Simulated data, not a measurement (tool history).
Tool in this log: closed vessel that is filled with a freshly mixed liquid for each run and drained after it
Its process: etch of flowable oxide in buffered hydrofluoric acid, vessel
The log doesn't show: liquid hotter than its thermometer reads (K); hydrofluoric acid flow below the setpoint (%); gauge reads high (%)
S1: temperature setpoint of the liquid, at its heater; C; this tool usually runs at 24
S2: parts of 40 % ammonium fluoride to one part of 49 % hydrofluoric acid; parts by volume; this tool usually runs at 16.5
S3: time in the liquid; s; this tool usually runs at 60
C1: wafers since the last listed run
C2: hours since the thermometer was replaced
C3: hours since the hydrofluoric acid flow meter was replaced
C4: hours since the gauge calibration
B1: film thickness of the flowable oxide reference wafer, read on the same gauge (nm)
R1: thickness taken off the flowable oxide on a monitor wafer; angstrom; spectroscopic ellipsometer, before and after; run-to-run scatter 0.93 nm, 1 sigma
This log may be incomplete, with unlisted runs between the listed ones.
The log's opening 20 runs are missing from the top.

Run 21, hour 1058.2: usual settings but S2 19.5 parts by volume; C1 2794; C2 494.2; C3 559; C4 2066.6; B1 130. Result: R1 1268.1 angstrom.
At hour 1072.8: thermometer replaced.
Run 22, hour 1082.9: usual settings; C1 1738; C2 10.1; C3 583.7; C4 2091.3; B1 130.01. Result: R1 1422.4 angstrom.
Run 23, hour 1119.9: usual settings but S1 20 C; C1 2713; C2 47.1; C3 620.7; C4 2128.3; B1 129.96. Result: R1 1120.1 angstrom.
At hour 1122.7: gauge calibrated.
Run 24, hour 1185: usual settings but S1 20.5 C; C1 4774; C2 112.2; C3 685.8; C4 62.3; B1 130.02. Result: R1 1167.8 angstrom.
Run 25, hour 1214.5: usual settings but S1 20.5 C, S2 14.5 parts by volume, S3 90 s; C1 2163; C2 141.7; C3 715.3; C4 91.8; B1 129.96. Result: R1 1984.3 angstrom.
Run 26, hour 1282.5: usual settings; C1 4987; C2 209.7; C3 783.3; C4 159.8; B1 130.01. Result: R1 1436.6 angstrom.
Run 27, hour 1347.2: usual settings but S1 19.5 C, S2 21 parts by volume, S3 70 s; C1 4745; C2 274.4; C3 848; C4 224.5; B1 130. Result: R1 1056.5 angstrom.
Run 28, hour 1401.8: usual settings but S1 20.5 C, S2 12.5 parts by volume, S3 45 s; C1 4004; C2 329; C3 902.6; C4 279.1; B1 129.96. Result: R1 1183.3 angstrom.
Run 29, hour 1439.2: usual settings but S1 26.5 C, S2 11.5 parts by volume, S3 75 s; C1 2743; C2 366.4; C3 940; C4 316.5; B1 130.02. Result: R1 3038.4 angstrom.
Run 30, hour 1498.4: usual settings; C1 4341; C2 425.6; C3 999.2; C4 375.7; B1 129.96. Result: R1 1480.2 angstrom.
Run 31, hour 1546.1: usual settings but S2 14.5 parts by volume, S3 30 s; C1 3498; C2 473.3; C3 1046.9; C4 423.4; B1 130. Result: R1 833.5 angstrom.
Run 32, hour 1573.8: usual settings but S2 20 parts by volume, S3 70 s; C1 2031; C2 501; C3 1074.6; C4 451.1; B1 129.99. Result: R1 1433.9 angstrom.
Run 33, hour 1623.7: usual settings but S2 20 parts by volume, S3 45 s; C1 3659; C2 550.9; C3 1124.5; C4 501; B1 130.02. Result: R1 938.2 angstrom.

Forecast each of these 4 alternatives for the next run:
Run A, hour 1624.4: usual settings; C1 51; C2 551.6; C3 1125.2; C4 501.7; B1 ?. Result: R1 ?.
Run B, hour 1624.4: usual settings but S1 20.5 C, S2 19 parts by volume, S3 80 s; C1 51; C2 551.6; C3 1125.2; C4 501.7; B1 ?. Result: R1 ?.
Run C, hour 1624.4: usual settings but S1 22 C; C1 51; C2 551.6; C3 1125.2; C4 501.7; B1 ?. Result: R1 ?.
Run D, hour 1624.4: usual settings but S1 22 C, S2 14 parts by volume, S3 90 s; C1 51; C2 551.6; C3 1125.2; C4 501.7; B1 ?. Result: R1 ?.

run      B1      R1
  A  130.03  1496.2
  B  130.03  1432.9
  C  130.03  1341.6
  D  130.03  2365.1
What these runs would have given with no unlogged condition in the tool:
run      R1
  A  1390.2
  B    1329
  C  1245.4
  D  2195.6
